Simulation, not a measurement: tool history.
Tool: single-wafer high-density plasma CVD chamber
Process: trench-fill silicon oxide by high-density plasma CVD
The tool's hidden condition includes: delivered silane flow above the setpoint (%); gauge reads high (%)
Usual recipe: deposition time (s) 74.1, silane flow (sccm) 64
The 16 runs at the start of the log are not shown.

| run | day | deposition time (s) | silane flow (sccm) | wafers since the last listed run | hours since the silane flow controller was replaced | hours since the gauge calibration | read-back reference wafer on the same gauge, thickness_nm | mean film thickness on the monitor wafer (Å) |
|---|---|---|---|---|---|---|---|---|
| 17 | 47.383 | 63.2 | 71 | 1114 | 839.4 | 700.6 | 372.098 | 4174.74 |
| 18 | 50.342 | 80.6 | 69 | 1719 | 910.4 | 771.6 | 371.899 | 5164.17 |
| 19 | 54.15 | 74.1 | 64 | 2213 | 1001.8 | 863 | 371.961 | 4403.45 |
| 20 | 56.433 | 80.3 | 70 | 1327 | 1056.6 | 917.8 | 371.982 | 5227.24 |
| 21 | 59.329 | 74.1 | 64 | 1683 | 1126.1 | 987.3 | 371.92 | 4398.43 |
| 22 | 62.6 | 85.2 | 57 | 1901 | 1204.6 | 1065.8 | 372.25 | 4508.09 |
| 23 | 65.392 | 74.1 | 71 | 1622 | 1271.6 | 1132.8 | 371.986 | 4876.31 |
| 24 | 68.404 | 64.4 | 73 | 1751 | 1343.9 | 1205.1 | 372.083 | 4360.66 |
|  | 70.362 | silane flow controller replaced |
|  | 70.579 | gauge calibrated |
| 25 | 71.667 | 88.7 | 70 | 1702 | 31.3 | 26.1 | 371.993 | 5886.91 |
| 26 | 74.704 | 62.6 | 64 | 1765 | 104.2 | 99 | 372.106 | 3759.27 |
| 27 | 76.246 | 74.1 | 64 | 896 | 141.2 | 136 | 371.818 | 4450.16 |
| 28 | 80.412 | 80.5 | 69 | 2421 | 241.2 | 236 | 371.721 | 5199.6 |
| 29 | 82.146 | 74.1 | 55 | 1007 | 282.8 | 277.6 | 371.956 | 3806.49 |
| 30 | 84.708 | 81.7 | 64 | 1489 | 344.3 | 339.1 | 372.071 | 4876.78 |
| 31 | 89.117 | 85.1 | 74 | 2562 | 450.1 | 444.9 | 371.97 | 5848.75 |

Consider 5 possible next runs. They are alternatives, not a sequence: every one starts from the tool as it was left by run 31. What does each give?
| A | 89.133 | 74.1 | 64 | 9 | 450.5 | 445.3 | ? | ? |
| B | 89.133 | 85.3 | 58 | 9 | 450.5 | 445.3 | ? | ? |
| C | 89.133 | 62.6 | 60 | 9 | 450.5 | 445.3 | ? | ? |
| D | 89.133 | 84.9 | 55 | 9 | 450.5 | 445.3 | ? | ? |
| E | 89.133 | 86.4 | 55 | 9 | 450.5 | 445.3 | ? | ? |

| run | read-back reference wafer on the same gauge, thickness_nm | mean film thickness on the monitor wafer (Å) |
|---|---|---|
| A | 372.16 | 4419.55 |
| B | 372.16 | 4610.59 |
| C | 372.16 | 3500.3 |
| D | 372.16 | 4351.61 |
| E | 372.16 | 4428.49 |
Take away the tool's hidden state, keep each run's random variation, and the runs would have read:
| run | mean film thickness on the monitor wafer (Å) |
|---|---|
| A | 4498.83 |
| B | 4693.3 |
| C | 3563.09 |
| D | 4429.68 |
| E | 4507.94 |
